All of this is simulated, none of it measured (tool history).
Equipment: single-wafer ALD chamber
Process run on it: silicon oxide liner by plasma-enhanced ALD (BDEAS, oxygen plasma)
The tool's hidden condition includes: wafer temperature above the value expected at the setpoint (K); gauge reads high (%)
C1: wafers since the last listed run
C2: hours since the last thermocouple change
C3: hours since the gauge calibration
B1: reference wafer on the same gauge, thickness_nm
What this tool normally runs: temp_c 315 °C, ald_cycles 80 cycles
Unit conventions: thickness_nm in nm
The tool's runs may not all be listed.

{"run": 1, "hour": 0.0, "temp_c": 315, "ald_cycles": 80, "C1": 0, "C2": 515.2, "C3": 1067.1, "B1": 6.043, "thickness_nm": 7.458}
{"run": 2, "hour": 30.6, "temp_c": 315, "ald_cycles": 80, "C1": 106, "C2": 545.8, "C3": 1097.7, "B1": 6.046, "thickness_nm": 7.438}
{"run": 3, "hour": 82.5, "temp_c": 315, "ald_cycles": 80, "C1": 180, "C2": 597.7, "C3": 1149.6, "B1": 6.051, "thickness_nm": 7.513}
{"run": 4, "hour": 127.5, "temp_c": 315, "ald_cycles": 80, "C1": 156, "C2": 642.7, "C3": 1194.6, "B1": 6.054, "thickness_nm": 7.457}
{"run": 5, "hour": 176.7, "temp_c": 307, "ald_cycles": 80, "C1": 170, "C2": 691.9, "C3": 1243.8, "B1": 6.063, "thickness_nm": 7.567}
{"run": 6, "hour": 218.2, "temp_c": 307, "ald_cycles": 80, "C1": 143, "C2": 733.4, "C3": 1285.3, "B1": 6.06, "thickness_nm": 7.578}
{"run": 7, "hour": 254.0, "temp_c": 315, "ald_cycles": 80, "C1": 124, "C2": 769.2, "C3": 1321.1, "B1": 6.065, "thickness_nm": 7.472}
{"hour": 265.8, "done": "gauge calibrated"}
{"run": 8, "hour": 284.9, "temp_c": 315, "ald_cycles": 80, "C1": 107, "C2": 800.1, "C3": 19.1, "B1": 5.96, "thickness_nm": 7.358}
{"run": 9, "hour": 350.7, "temp_c": 315, "ald_cycles": 80, "C1": 228, "C2": 865.9, "C3": 84.9, "B1": 5.969, "thickness_nm": 7.385}
{"run": 10, "hour": 407.6, "temp_c": 305, "ald_cycles": 83, "C1": 197, "C2": 922.8, "C3": 141.8, "B1": 5.977, "thickness_nm": 7.74}
{"run": 11, "hour": 458.8, "temp_c": 305, "ald_cycles": 83, "C1": 177, "C2": 974.0, "C3": 193.0, "B1": 5.98, "thickness_nm": 7.739}
{"run": 12, "hour": 513.1, "temp_c": 305, "ald_cycles": 83, "C1": 188, "C2": 1028.3, "C3": 247.3, "B1": 5.984, "thickness_nm": 7.766}
{"hour": 572.2, "done": "thermocouple changed; heater temperature recalibrated"}
{"run": 13, "hour": 579.1, "temp_c": 315, "ald_cycles": 80, "C1": 201, "C2": 6.9, "C3": 313.3, "B1": 5.989, "thickness_nm": 7.416}
{"run": 14, "hour": 624.8, "temp_c": 315, "ald_cycles": 80, "C1": 158, "C2": 52.6, "C3": 359.0, "B1": 5.993, "thickness_nm": 7.423}
{"run": 15, "hour": 684.2, "temp_c": 315, "ald_cycles": 80, "C1": 206, "C2": 112.0, "C3": 418.4, "B1": 5.995, "thickness_nm": 7.409}
{"run": 16, "hour": 710.8, "temp_c": 315, "ald_cycles": 80, "C1": 92, "C2": 138.6, "C3": 445.0, "B1": 6.005, "thickness_nm": 7.432}
{"run": 17, "hour": 771.4, "temp_c": 315, "ald_cycles": 80, "C1": 210, "C2": 199.2, "C3": 505.6, "B1": 6.01, "thickness_nm": 7.399}
{"run": 18, "hour": 835.3, "temp_c": 315, "ald_cycles": 80, "C1": 221, "C2": 263.1, "C3": 569.5, "B1": 6.008, "thickness_nm": 7.433}
{"run": 19, "hour": 860.1, "temp_c": 315, "ald_cycles": 80, "C1": 86, "C2": 287.9, "C3": 594.3, "B1": 6.014, "thickness_nm": 7.422}
{"run": 20, "hour": 912.2, "temp_c": 315, "ald_cycles": 80, "C1": 180, "C2": 340.0, "C3": 646.4, "B1": 6.021, "thickness_nm": 7.461}
{"run": 21, "hour": 972.9, "temp_c": 315, "ald_cycles": 80, "C1": 210, "C2": 400.7, "C3": 707.1, "B1": 6.024, "thickness_nm": 7.468}
{"run": 22, "hour": 1033.2, "temp_c": 315, "ald_cycles": 80, "C1": 209, "C2": 461.0, "C3": 767.4, "B1": 6.031, "thickness_nm": 7.488}
{"run": 23, "hour": 1113.7, "temp_c": 315, "ald_cycles": 80, "C1": 279, "C2": 541.5, "C3": 847.9, "B1": 6.033, "thickness_nm": 7.45}
{"run": 24, "hour": 1157.9, "temp_c": 307, "ald_cycles": 86, "C1": 153, "C2": 585.7, "C3": 892.1, "B1": 6.039, "thickness_nm": 8.139}
{"run": 25, "hour": 1223.2, "temp_c": 315, "ald_cycles": 80, "C1": 226, "C2": 651.0, "C3": 957.4, "B1": 6.045, "thickness_nm": 7.507}
{"run": 26, "hour": 1259.3, "temp_c": 327, "ald_cycles": 70, "C1": 125, "C2": 687.1, "C3": 993.5, "B1": 6.054, "thickness_nm": 6.46}
{"run": 27, "hour": 1306.9, "temp_c": 315, "ald_cycles": 80, "C1": 165, "C2": 734.7, "C3": 1041.1, "B1": 6.049, "thickness_nm": 7.466}
{"run": 28, "hour": 1356.6, "temp_c": 315, "ald_cycles": 88, "C1": 172, "C2": 784.4, "C3": 1090.8, "B1": 6.055, "thickness_nm": 8.219}
{"run": 29, "hour": 1411.0, "temp_c": 315, "ald_cycles": 80, "C1": 188, "C2": 838.8, "C3": 1145.2, "B1": 6.066, "thickness_nm": 7.508}
{"run": 30, "hour": 1475.8, "temp_c": 300, "ald_cycles": 65, "C1": 224, "C2": 903.6, "C3": 1210.0, "B1": 6.064, "thickness_nm": 6.22}
{"run": 31, "hour": 1529.4, "temp_c": 310, "ald_cycles": 68, "C1": 185, "C2": 957.2, "C3": 1263.6, "B1": 6.075, "thickness_nm": 6.414}
{"run": 32, "hour": 1562.7, "temp_c": 309, "ald_cycles": 80, "C1": 115, "C2": 990.5, "C3": 1296.9, "B1": 6.079, "thickness_nm": 7.571}
{"run": 33, "hour": 1589.5, "temp_c": 302, "ald_cycles": 65, "C1": 92, "C2": 1017.3, "C3": 1323.7, "B1": 6.075, "thickness_nm": 6.182}
{"run": 34, "hour": 1622.8, "temp_c": 324, "ald_cycles": 92, "C1": 115, "C2": 1050.6, "C3": 1357.0, "B1": 6.084, "thickness_nm": 8.549}
{"hour": 1670.7, "done": "gauge calibrated"}
{"run": 35, "hour": 1693.9, "temp_c": 302, "ald_cycles": 95, "C1": 246, "C2": 1121.7, "C3": 23.2, "B1": 5.928, "thickness_nm": 8.863}
{"hour": 1742.1, "done": "thermocouple changed; heater temperature recalibrated"}
{"run": 36, "hour": 1742.6, "temp_c": 315, "ald_cycles": 80, "C1": 141, "C2": 0.5, "C3": 71.9, "B1": 5.936, "thickness_nm": 7.332}
{"run": 37, "hour": 1767.0, "temp_c": 315, "ald_cycles": 80, "C1": 84, "C2": 24.9, "C3": 96.3, "B1": 5.932, "thickness_nm": 7.342}
{"run": 38, "hour": 1822.2, "temp_c": 326, "ald_cycles": 80, "C1": 191, "C2": 80.1, "C3": 151.5, "B1": 5.938, "thickness_nm": 7.226}
{"run": 39, "hour": 1879.8, "temp_c": 300, "ald_cycles": 73, "C1": 199, "C2": 137.7, "C3": 209.1, "B1": 5.943, "thickness_nm": 6.818}
{"run": 40, "hour": 1905.4, "temp_c": 315, "ald_cycles": 80, "C1": 88, "C2": 163.3, "C3": 234.7, "B1": 5.947, "thickness_nm": 7.326}
{"run": 41, "hour": 1957.4, "temp_c": 315, "ald_cycles": 92, "C1": 180, "C2": 215.3, "C3": 286.7, "B1": 5.951, "thickness_nm": 8.447}
{"run": 42, "hour": 1984.4, "temp_c": 309, "ald_cycles": 91, "C1": 93, "C2": 242.3, "C3": 313.7, "B1": 5.95, "thickness_nm": 8.48}
{"run": 43, "hour": 2045.6, "temp_c": 320, "ald_cycles": 70, "C1": 212, "C2": 303.5, "C3": 374.9, "B1": 5.962, "thickness_nm": 6.414}
{"run": 44, "hour": 2073.9, "temp_c": 304, "ald_cycles": 92, "C1": 98, "C2": 331.8, "C3": 403.2, "B1": 5.957, "thickness_nm": 8.549}
{"run": 45, "hour": 2113.0, "temp_c": 300, "ald_cycles": 69, "C1": 135, "C2": 370.9, "C3": 442.3, "B1": 5.967, "thickness_nm": 6.483}
{"run": 46, "hour": 2182.6, "temp_c": 315, "ald_cycles": 80, "C1": 241, "C2": 440.5, "C3": 511.9, "B1": 5.97, "thickness_nm": 7.38}

Entry by entry between the runs, the difference in hidden state between the last listed run before and the first listed run after:
Logged between run 7 and run 8: gauge calibrated (hour 265.8)
  gauge reads high (%): 2.12 -> 0.399
  what was measured, less what the result would be without the hidden state, thickness_nm: +0.155 -> +0.030 nm
Logged between run 12 and run 13: thermocouple changed; heater temperature recalibrated (hour 572.2)
  gauge reads high (%): 0.735 -> 0.832
  what was measured, less what the result would be without the hidden state, thickness_nm: +0.057 -> +0.061 nm
Logged between run 34 and run 35: gauge calibrated (hour 1670.7)
  gauge reads high (%): 2.37 -> -0.221
  what was measured, less what the result would be without the hidden state, thickness_nm: +0.198 -> -0.020 nm
Logged between run 35 and run 36: thermocouple changed; heater temperature recalibrated (hour 1742.1)
  gauge reads high (%): -0.221 -> -0.149
  what was measured, less what the result would be without the hidden state, thickness_nm: -0.020 -> -0.011 nm
